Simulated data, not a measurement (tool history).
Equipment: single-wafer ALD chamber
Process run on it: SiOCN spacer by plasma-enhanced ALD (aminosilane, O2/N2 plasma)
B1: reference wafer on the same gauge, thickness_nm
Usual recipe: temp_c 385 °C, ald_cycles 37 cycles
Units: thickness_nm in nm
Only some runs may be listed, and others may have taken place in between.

Run 1, hour 0: usual settings but ald_cycles 31 cycles; B1 2.159. Result: thickness_nm 1.916 nm.
Run 2, hour 93.8: usual settings but ald_cycles 31 cycles; B1 2.16. Result: thickness_nm 1.92 nm.
Run 3, hour 144.4: usual settings; B1 2.16. Result: thickness_nm 2.293 nm.
Run 4, hour 193.4: usual settings; B1 2.159. Result: thickness_nm 2.29 nm.
Run 5, hour 327.3: usual settings; B1 2.16. Result: thickness_nm 2.294 nm.
Run 6, hour 446.9: usual settings; B1 2.16. Result: thickness_nm 2.284 nm.
Run 7, hour 541.6: usual settings; B1 2.16. Result: thickness_nm 2.285 nm.
Run 8, hour 631.5: usual settings; B1 2.16. Result: thickness_nm 2.294 nm.
Run 9, hour 714.6: usual settings; B1 2.16. Result: thickness_nm 2.285 nm.
Run 10, hour 755.6: usual settings but temp_c 374 °C; B1 2.16. Result: thickness_nm 2.295 nm.
Run 11, hour 802.9: usual settings; B1 2.162. Result: thickness_nm 2.29 nm.
At hour 821: gauge calibrated.
At hour 838.6: thermocouple changed; heater temperature recalibrated.
Run 12, hour 872: usual settings; B1 2.161. Result: thickness_nm 2.283 nm.
Run 13, hour 932.5: usual settings; B1 2.16. Result: thickness_nm 2.292 nm.
Run 14, hour 1171.1: usual settings but temp_c 376 °C, ald_cycles 43 cycles; B1 2.161. Result: thickness_nm 2.659 nm.
Run 15, hour 1214: usual settings but temp_c 390 °C, ald_cycles 39 cycles; B1 2.16. Result: thickness_nm 2.42 nm.
Run 16, hour 1306.7: usual settings; B1 2.16. Result: thickness_nm 2.286 nm.
Run 17, hour 1379: usual settings but temp_c 371 °C; B1 2.161. Result: thickness_nm 2.293 nm.
Run 18, hour 1470.3: usual settings but temp_c 392 °C, ald_cycles 40 cycles; B1 2.159. Result: thickness_nm 2.478 nm.
Run 19, hour 1553.9: usual settings; B1 2.16. Result: thickness_nm 2.284 nm.
Run 20, hour 1593.8: usual settings; B1 2.16. Result: thickness_nm 2.297 nm.
Run 21, hour 1636.5: usual settings; B1 2.158. Result: thickness_nm 2.295 nm.
Run 22, hour 1725.6: usual settings; B1 2.159. Result: thickness_nm 2.28 nm.
Run 23, hour 1774.7: usual settings but temp_c 381 °C; B1 2.158. Result: thickness_nm 2.304 nm.
Run 24, hour 1875.7: usual settings but temp_c 375 °C, ald_cycles 40 cycles; B1 2.159. Result: thickness_nm 2.474 nm.
Run 25, hour 1949.8: usual settings but temp_c 397 °C, ald_cycles 31 cycles; B1 2.159. Result: thickness_nm 1.918 nm.
Run 26, hour 1992.1: usual settings; B1 2.161. Result: thickness_nm 2.284 nm.
Run 27, hour 2038.9: usual settings but temp_c 374 °C, ald_cycles 31 cycles; B1 2.16. Result: thickness_nm 1.93 nm.

Here are 3 independent what-if runs from the current tool condition. What would each one return?
Run A, hour 2039.4: usual settings; B1 ?. Result: thickness_nm ?.
Run B, hour 2039.4: usual settings but temp_c 395 °C, ald_cycles 43 cycles; B1 ?. Result: thickness_nm ?.
Run C, hour 2039.4: usual settings but ald_cycles 40 cycles; B1 ?. Result: thickness_nm ?.

run     B1  thickness_nm
  A  2.159         2.287
  B  2.159         2.658
  C  2.159         2.473
With no hidden state in the tool, these same runs would have given:
run  thickness_nm
  A         2.287
  B         2.658
  C         2.473
